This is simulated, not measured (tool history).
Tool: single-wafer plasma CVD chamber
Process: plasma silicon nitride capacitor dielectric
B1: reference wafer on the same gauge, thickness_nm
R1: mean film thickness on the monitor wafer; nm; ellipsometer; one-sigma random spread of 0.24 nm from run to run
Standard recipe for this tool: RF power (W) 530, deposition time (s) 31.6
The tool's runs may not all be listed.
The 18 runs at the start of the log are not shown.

Run 19, hour 436.7: usual settings but deposition time (s) 27.5; B1 45.053. Result: R1 41.020 nm.
Run 20, hour 450.5: usual settings but RF power (W) 495, deposition time (s) 28.1; B1 45.079. Result: R1 40.969 nm.
Run 21, hour 476.6: usual settings but RF power (W) 500; B1 45.091. Result: R1 46.289 nm.
Run 22, hour 491.4: usual settings but RF power (W) 500, deposition time (s) 29.5; B1 45.139. Result: R1 43.361 nm.
Run 23, hour 523.0: usual settings; B1 45.114. Result: R1 47.281 nm.
Run 24, hour 540.4: usual settings; B1 45.119. Result: R1 47.518 nm.
Run 25, hour 563.1: usual settings but deposition time (s) 29.5; B1 45.079. Result: R1 44.311 nm.
Run 26, hour 583.0: usual settings but RF power (W) 610, deposition time (s) 27.6; B1 45.035. Result: R1 42.982 nm.
At hour 626.3: showerhead replaced.
Run 27, hour 626.8: usual settings but RF power (W) 585, deposition time (s) 36.6; B1 45.114. Result: R1 56.200 nm.
Run 28, hour 635.2: usual settings but deposition time (s) 28.4; B1 45.084. Result: R1 42.490 nm.
Run 29, hour 647.7: usual settings but RF power (W) 490, deposition time (s) 34.6; B1 45.081. Result: R1 50.230 nm.
Run 30, hour 671.3: usual settings but RF power (W) 560, deposition time (s) 36.2; B1 45.080. Result: R1 55.013 nm.
Run 31, hour 705.9: usual settings; B1 45.117. Result: R1 46.814 nm.
At hour 714.6: RF generator calibrated.
Run 32, hour 739.4: usual settings; B1 45.090. Result: R1 47.159 nm.
Run 33, hour 771.2: usual settings but deposition time (s) 36.4; B1 45.111. Result: R1 54.532 nm.
Run 34, hour 866.4: usual settings; B1 45.126. Result: R1 47.647 nm.
Run 35, hour 884.7: usual settings but RF power (W) 480, deposition time (s) 34.7; B1 45.106. Result: R1 50.866 nm.
Run 36, hour 918.6: usual settings but RF power (W) 630, deposition time (s) 25.5; B1 45.108. Result: R1 39.998 nm.
Run 37, hour 948.7: usual settings but RF power (W) 595, deposition time (s) 27.0; B1 45.073. Result: R1 41.923 nm.
Run 38, hour 982.0: usual settings but RF power (W) 465; B1 45.126. Result: R1 45.557 nm.
Run 39, hour 1005.8: usual settings but RF power (W) 500, deposition time (s) 34.9; B1 45.114. Result: R1 51.119 nm.

Forecast each of these 3 alternatives for the next run:
Run A, hour 1006.2: usual settings; B1 ?. Result: R1 ?.
Run B, hour 1006.2: usual settings but RF power (W) 615, deposition time (s) 37.4; B1 ?. Result: R1 ?.
Run C, hour 1006.2: usual settings but RF power (W) 455, deposition time (s) 34.7; B1 ?. Result: R1 ?.

run      B1      R1
  A  45.131  47.206
  B  45.131  58.351
  C  45.131  49.588
With no hidden state in the tool, these same runs would have given:
run      R1
  A  47.206
  B  58.351
  C  49.588

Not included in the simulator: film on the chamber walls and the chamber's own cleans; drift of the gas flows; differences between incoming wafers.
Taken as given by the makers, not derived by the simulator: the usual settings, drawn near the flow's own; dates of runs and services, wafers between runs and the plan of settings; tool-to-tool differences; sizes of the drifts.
